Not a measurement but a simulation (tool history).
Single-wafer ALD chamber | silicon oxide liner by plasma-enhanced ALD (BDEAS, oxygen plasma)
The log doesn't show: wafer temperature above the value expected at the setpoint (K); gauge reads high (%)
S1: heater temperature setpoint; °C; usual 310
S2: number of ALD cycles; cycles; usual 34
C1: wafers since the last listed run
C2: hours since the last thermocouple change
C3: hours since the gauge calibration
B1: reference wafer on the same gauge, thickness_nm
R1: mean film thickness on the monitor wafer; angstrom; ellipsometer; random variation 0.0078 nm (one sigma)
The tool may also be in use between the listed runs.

run 1 hour=0 | S1=310 S2=34 | C1=0 C2=690 C3=620.1 | B1=2.954 | R1=31.13
run 2 hour=97.6 | S1=310 S2=34 | C1=1176 C2=787.6 C3=717.7 | B1=2.948 | R1=31.22
-- hour=281.3 gauge calibrated
run 3 hour=296.1 | S1=310 S2=34 | C1=2393 C2=986.1 C3=14.8 | B1=2.969 | R1=31.56
run 4 hour=376 | S1=306 S2=34 | C1=963 C2=1066 C3=94.7 | B1=2.968 | R1=31.45
run 5 hour=468.3 | S1=306 S2=34 | C1=1113 C2=1158.3 C3=187 | B1=2.963 | R1=31.51
run 6 hour=540 | S1=306 S2=34 | C1=864 C2=1230 C3=258.7 | B1=2.963 | R1=31.48
run 7 hour=600.7 | S1=310 S2=32 | C1=731 C2=1290.7 C3=319.4 | B1=2.959 | R1=29.49
run 8 hour=699.7 | S1=310 S2=34 | C1=1193 C2=1389.7 C3=418.4 | B1=2.954 | R1=31.21
run 9 hour=747.4 | S1=310 S2=34 | C1=575 C2=1437.4 C3=466.1 | B1=2.953 | R1=31.09
run 10 hour=811.6 | S1=310 S2=34 | C1=774 C2=1501.6 C3=530.3 | B1=2.953 | R1=31.23
run 11 hour=876.1 | S1=302 S2=34 | C1=777 C2=1566.1 C3=594.8 | B1=2.949 | R1=31.57
run 12 hour=973 | S1=310 S2=34 | C1=1168 C2=1663 C3=691.7 | B1=2.947 | R1=31.24
run 13 hour=1015.4 | S1=310 S2=34 | C1=511 C2=1705.4 C3=734.1 | B1=2.943 | R1=31.02
run 14 hour=1061.4 | S1=306 S2=39 | C1=554 C2=1751.4 C3=780.1 | B1=2.943 | R1=35.81
run 15 hour=1122.6 | S1=310 S2=34 | C1=738 C2=1812.6 C3=841.3 | B1=2.941 | R1=31.03
-- hour=1154.7 gauge calibrated
run 16 hour=1178.4 | S1=310 S2=30 | C1=672 C2=1868.4 C3=23.7 | B1=2.968 | R1=27.68
run 17 hour=1225.7 | S1=297 S2=28 | C1=570 C2=1915.7 C3=71 | B1=2.965 | R1=26.32
run 18 hour=1290 | S1=310 S2=27 | C1=775 C2=1980 C3=135.3 | B1=2.963 | R1=24.86
run 19 hour=1380.9 | S1=310 S2=34 | C1=1096 C2=2070.9 C3=226.2 | B1=2.96 | R1=31.3
run 20 hour=1422 | S1=320 S2=37 | C1=495 C2=2112 C3=267.3 | B1=2.959 | R1=33.68
-- hour=1491.5 thermocouple changed; heater temperature recalibrated
run 21 hour=1500.4 | S1=310 S2=34 | C1=848 C2=8.9 C3=345.7 | B1=2.957 | R1=31.17
run 22 hour=1572.3 | S1=306 S2=34 | C1=867 C2=80.8 C3=417.6 | B1=2.954 | R1=31.44
run 23 hour=1659.5 | S1=310 S2=34 | C1=1051 C2=168 C3=504.8 | B1=2.95 | R1=31.23
run 24 hour=1707 | S1=298 S2=41 | C1=572 C2=215.5 C3=552.3 | B1=2.95 | R1=38.25
run 25 hour=1754.9 | S1=310 S2=41 | C1=577 C2=263.4 C3=600.2 | B1=2.949 | R1=37.57
run 26 hour=1838.3 | S1=301 S2=29 | C1=1005 C2=346.8 C3=683.6 | B1=2.944 | R1=26.75
run 27 hour=1882.7 | S1=300 S2=29 | C1=535 C2=391.2 C3=728 | B1=2.943 | R1=26.97

Forecast each of these 3 alternatives for the next run:
run A hour=1883.1 | S1=319 S2=34 | C1=4 C2=391.6 C3=728.4 | B1=? | R1=?
run B hour=1883.1 | S1=316 S2=32 | C1=4 C2=391.6 C3=728.4 | B1=? | R1=?
run C hour=1883.1 | S1=296 S2=37 | C1=4 C2=391.6 C3=728.4 | B1=? | R1=?

run=A B1=2.942 R1=30.74
run=B B1=2.942 R1=29.04
run=C B1=2.942 R1=34.6
Without the tool's hidden state the same runs would have given:
run=A R1=31.03
run=B R1=29.32
run=C R1=34.93
